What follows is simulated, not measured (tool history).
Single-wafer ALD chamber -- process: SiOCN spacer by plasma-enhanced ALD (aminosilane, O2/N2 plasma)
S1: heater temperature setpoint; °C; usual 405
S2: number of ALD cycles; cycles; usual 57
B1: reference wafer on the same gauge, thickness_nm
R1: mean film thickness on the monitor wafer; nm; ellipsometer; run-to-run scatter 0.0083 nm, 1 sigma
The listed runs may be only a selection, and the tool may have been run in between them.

| run | hour | S1 | S2 | B1 | R1 |
|---|---|---|---|---|---|
| 1 | 0 | 397 | 57 | 2.928 | 3.286 |
| 2 | 64.7 | 416 | 66 | 2.922 | 3.588 |
| 3 | 155.7 | 416 | 66 | 2.916 | 3.58 |
| 4 | 195.3 | 416 | 66 | 2.914 | 3.587 |
| 5 | 301.8 | 405 | 57 | 2.908 | 3.221 |
| 6 | 354.1 | 405 | 57 | 2.911 | 3.217 |
|  | 383.5 | gauge calibrated |
| 7 | 400.4 | 405 | 57 | 2.956 | 3.263 |
| 8 | 455 | 405 | 57 | 2.945 | 3.239 |
|  | 471.2 | thermocouple changed; heater temperature recalibrated |
| 9 | 516.2 | 413 | 50 | 2.937 | 2.761 |
| 10 | 576.6 | 393 | 63 | 2.929 | 3.619 |
| 11 | 650.7 | 419 | 53 | 2.92 | 2.849 |
| 12 | 724.2 | 405 | 63 | 2.919 | 3.549 |
| 13 | 767.6 | 405 | 52 | 2.916 | 2.938 |
|  | 837.3 | gauge calibrated |
| 14 | 864.5 | 405 | 57 | 2.958 | 3.245 |
| 15 | 917.8 | 399 | 57 | 2.947 | 3.303 |
| 16 | 987.5 | 405 | 68 | 2.936 | 3.869 |

List, for all runs, the conditions of the tool that the log does not record:
wafer temperature above the value expected at the setpoint (K): 0 in every run
H1: gauge reads high (%)
| run | H1 |
|---|---|
| 1 | -1.1 |
| 2 | -1.33 |
| 3 | -1.54 |
| 4 | -1.6 |
| 5 | -1.71 |
| 6 | -1.74 |
| 7 | -0.113 |
| 8 | -0.531 |
| 9 | -0.864 |
| 10 | -1.09 |
| 11 | -1.28 |
| 12 | -1.4 |
| 13 | -1.45 |
| 14 | -0.0665 |
| 15 | -0.452 |
| 16 | -0.803 |

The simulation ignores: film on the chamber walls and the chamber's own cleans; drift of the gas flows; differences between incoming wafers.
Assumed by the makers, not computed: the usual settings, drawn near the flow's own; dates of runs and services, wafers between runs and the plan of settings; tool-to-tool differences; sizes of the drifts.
